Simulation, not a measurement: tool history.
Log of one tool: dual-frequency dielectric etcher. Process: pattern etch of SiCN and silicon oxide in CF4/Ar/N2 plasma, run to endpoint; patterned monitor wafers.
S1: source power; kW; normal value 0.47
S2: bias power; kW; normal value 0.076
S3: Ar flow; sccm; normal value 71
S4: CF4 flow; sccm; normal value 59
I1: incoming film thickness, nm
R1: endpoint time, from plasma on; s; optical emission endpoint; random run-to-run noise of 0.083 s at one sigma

run 1 day=0 | S1=0.47 S2=0.076 S3=71 S4=70 | I1=16.55 | R1=18.9
run 2 day=2.154 | S1=0.47 S2=0.076 S3=71 S4=70 | I1=16.54 | R1=18.9
run 3 day=3.967 | S1=0.47 S2=0.076 S3=71 S4=59 | I1=16.51 | R1=19.5
run 4 day=6.596 | S1=0.47 S2=0.076 S3=71 S4=59 | I1=16.61 | R1=19.5
run 5 day=7.912 | S1=0.47 S2=0.076 S3=71 S4=59 | I1=16.69 | R1=19.6
run 6 day=9.379 | S1=0.47 S2=0.076 S3=71 S4=59 | I1=16.57 | R1=19.4
run 7 day=10.521 | S1=0.47 S2=0.076 S3=71 S4=59 | I1=16.4 | R1=19.4
run 8 day=12.821 | S1=0.47 S2=0.076 S3=71 S4=59 | I1=16.55 | R1=19.5
run 9 day=14.538 | S1=0.52 S2=0.076 S3=71 S4=59 | I1=16.48 | R1=18.3
run 10 day=18.633 | S1=0.58 S2=0.086 S3=71 S4=68 | I1=16.38 | R1=15.9
run 11 day=20.188 | S1=0.38 S2=0.081 S3=81 S4=59 | I1=16.66 | R1=21.5
run 12 day=22.117 | S1=0.47 S2=0.076 S3=71 S4=59 | I1=16.69 | R1=19.6
run 13 day=23.233 | S1=0.53 S2=0.076 S3=71 S4=59 | I1=16.56 | R1=18.3
run 14 day=24.262 | S1=0.47 S2=0.076 S3=71 S4=59 | I1=16.5 | R1=19.5
run 15 day=31.471 | S1=0.47 S2=0.076 S3=71 S4=59 | I1=16.54 | R1=19.5
run 16 day=34.042 | S1=0.4 S2=0.067 S3=76 S4=54 | I1=16.74 | R1=23.2
run 17 day=41.592 | S1=0.47 S2=0.076 S3=71 S4=59 | I1=16.49 | R1=19.5
run 18 day=44.558 | S1=0.37 S2=0.064 S3=54 S4=52 | I1=16.64 | R1=23.9
run 19 day=47.008 | S1=0.47 S2=0.084 S3=71 S4=59 | I1=16.59 | R1=18.5
run 20 day=49.808 | S1=0.44 S2=0.069 S3=71 S4=59 | I1=16.56 | R1=21
run 21 day=51.579 | S1=0.47 S2=0.076 S3=71 S4=59 | I1=16.64 | R1=19.7
run 22 day=52.825 | S1=0.47 S2=0.076 S3=71 S4=66 | I1=16.62 | R1=19.2
run 23 day=54.262 | S1=0.47 S2=0.076 S3=80 S4=59 | I1=16.7 | R1=20

Missing from the log above: 9 entries noted between runs. For each, name the pair of listed runs it sits between and say how the tool's hidden condition differs from the listed run just before to the listed run just after:
Run 1 -> run 2: wet clean of the chamber (day 1.025)
  no difference in the tool's unlogged condition between these two runs
Run 7 -> run 8: CF4 flow controller replaced (day 11.812)
  no difference in the tool's unlogged condition between these two runs
Run 9 -> run 10: source power generator calibrated (day 15.575); upper electrode replaced (day 15.754); bias power generator calibrated (day 15.967); wet clean of the chamber (day 18.612)
  no difference in the tool's unlogged condition between these two runs
Run 10 -> run 11: Ar flow controller replaced (day 20.054)
  no difference in the tool's unlogged condition between these two runs
Run 16 -> run 17: wet clean of the chamber (day 35.183)
  no difference in the tool's unlogged condition between these two runs
Run 22 -> run 23: wet clean of the chamber (day 54.208)
  no difference in the tool's unlogged condition between these two runs
